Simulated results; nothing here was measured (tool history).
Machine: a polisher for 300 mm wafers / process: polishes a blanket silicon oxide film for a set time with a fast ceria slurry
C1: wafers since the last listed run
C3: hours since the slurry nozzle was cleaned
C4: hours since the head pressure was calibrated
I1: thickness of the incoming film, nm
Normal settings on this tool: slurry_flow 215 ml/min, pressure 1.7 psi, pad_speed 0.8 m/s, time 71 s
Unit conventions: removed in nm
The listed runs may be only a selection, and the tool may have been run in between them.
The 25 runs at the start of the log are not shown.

-- hour=1796.2 head pressure recalibrated
run 26 hour=1852.2 | slurry_flow=175 pressure=2.3 pad_speed=0.72 time=93 | C1=767 wafers_polished_on_this_pad=2664 C3=542.5 C4=56 | I1=3610.3 | removed=895.8
-- hour=1919.5 slurry nozzle cleaned
run 27 hour=2133 | slurry_flow=275 pressure=1.7 pad_speed=0.94 time=71 | C1=3121 wafers_polished_on_this_pad=5785 C3=213.5 C4=336.8 | I1=3717.4 | removed=637.2
run 28 hour=2175.6 | slurry_flow=255 pressure=1.7 pad_speed=0.92 time=85 | C1=475 wafers_polished_on_this_pad=6260 C3=256.1 C4=379.4 | I1=3714.2 | removed=753.3
-- hour=2292.7 worn pad replaced by a new one
-- hour=2358.1 head pressure recalibrated
run 29 hour=2452.4 | slurry_flow=195 pressure=1.7 pad_speed=0.54 time=58 | C1=3020 wafers_polished_on_this_pad=1759 C3=532.9 C4=94.3 | I1=3697.6 | removed=325.4
run 30 hour=2498.5 | slurry_flow=290 pressure=1.2 pad_speed=0.8 time=81 | C1=514 wafers_polished_on_this_pad=2273 C3=579 C4=140.4 | I1=3638 | removed=485.4
run 31 hour=2567.1 | slurry_flow=250 pressure=1.7 pad_speed=0.8 time=71 | C1=765 wafers_polished_on_this_pad=3038 C3=647.6 C4=209 | I1=3655.7 | removed=574.4
run 32 hour=2644.7 | slurry_flow=215 pressure=1.7 pad_speed=0.8 time=77 | C1=865 wafers_polished_on_this_pad=3904 C3=725.2 C4=286.6 | I1=3678.2 | removed=616.1
-- hour=2685.2 slurry nozzle cleaned
run 33 hour=2721.5 | slurry_flow=215 pressure=1.7 pad_speed=0.68 time=71 | C1=845 wafers_polished_on_this_pad=4749 C3=36.3 C4=363.4 | I1=3668.9 | removed=472.9
run 34 hour=2819.6 | slurry_flow=235 pressure=2.1 pad_speed=0.8 time=71 | C1=1094 wafers_polished_on_this_pad=5844 C3=134.4 C4=461.5 | I1=3692.5 | removed=672.9
-- hour=2896.9 worn pad replaced by a new one
run 35 hour=2924.7 | slurry_flow=215 pressure=1.7 pad_speed=0.8 time=71 | C1=1127 wafers_polished_on_this_pad=309 C3=239.5 C4=566.6 | I1=3643.4 | removed=606
run 36 hour=2989.9 | slurry_flow=215 pressure=1.7 pad_speed=0.8 time=71 | C1=727 wafers_polished_on_this_pad=1037 C3=304.7 C4=631.8 | I1=3697.4 | removed=580.8

4 ways to go on from here, each from the tool as it stands after run 36. What would each give?
run A hour=2990.3 | slurry_flow=215 pressure=1.7 pad_speed=0.8 time=71 | C1=4 wafers_polished_on_this_pad=1041 C3=305.1 C4=632.2 | I1=3677.2 | removed=?
run B hour=2990.3 | slurry_flow=165 pressure=2 pad_speed=0.64 time=71 | C1=4 wafers_polished_on_this_pad=1041 C3=305.1 C4=632.2 | I1=3677.2 | removed=?
run C hour=2990.3 | slurry_flow=150 pressure=1.2 pad_speed=0.8 time=88 | C1=4 wafers_polished_on_this_pad=1041 C3=305.1 C4=632.2 | I1=3677.2 | removed=?
run D hour=2990.3 | slurry_flow=240 pressure=2.2 pad_speed=0.94 time=65 | C1=4 wafers_polished_on_this_pad=1041 C3=305.1 C4=632.2 | I1=3677.2 | removed=?

run=A removed=590.7
run=B removed=539.5
run=C removed=509.9
run=D removed=821.3
Without the tool's hidden state the same runs would have given:
run=A removed=599.5
run=B removed=547.6
run=C removed=517.6
run=D removed=833.6

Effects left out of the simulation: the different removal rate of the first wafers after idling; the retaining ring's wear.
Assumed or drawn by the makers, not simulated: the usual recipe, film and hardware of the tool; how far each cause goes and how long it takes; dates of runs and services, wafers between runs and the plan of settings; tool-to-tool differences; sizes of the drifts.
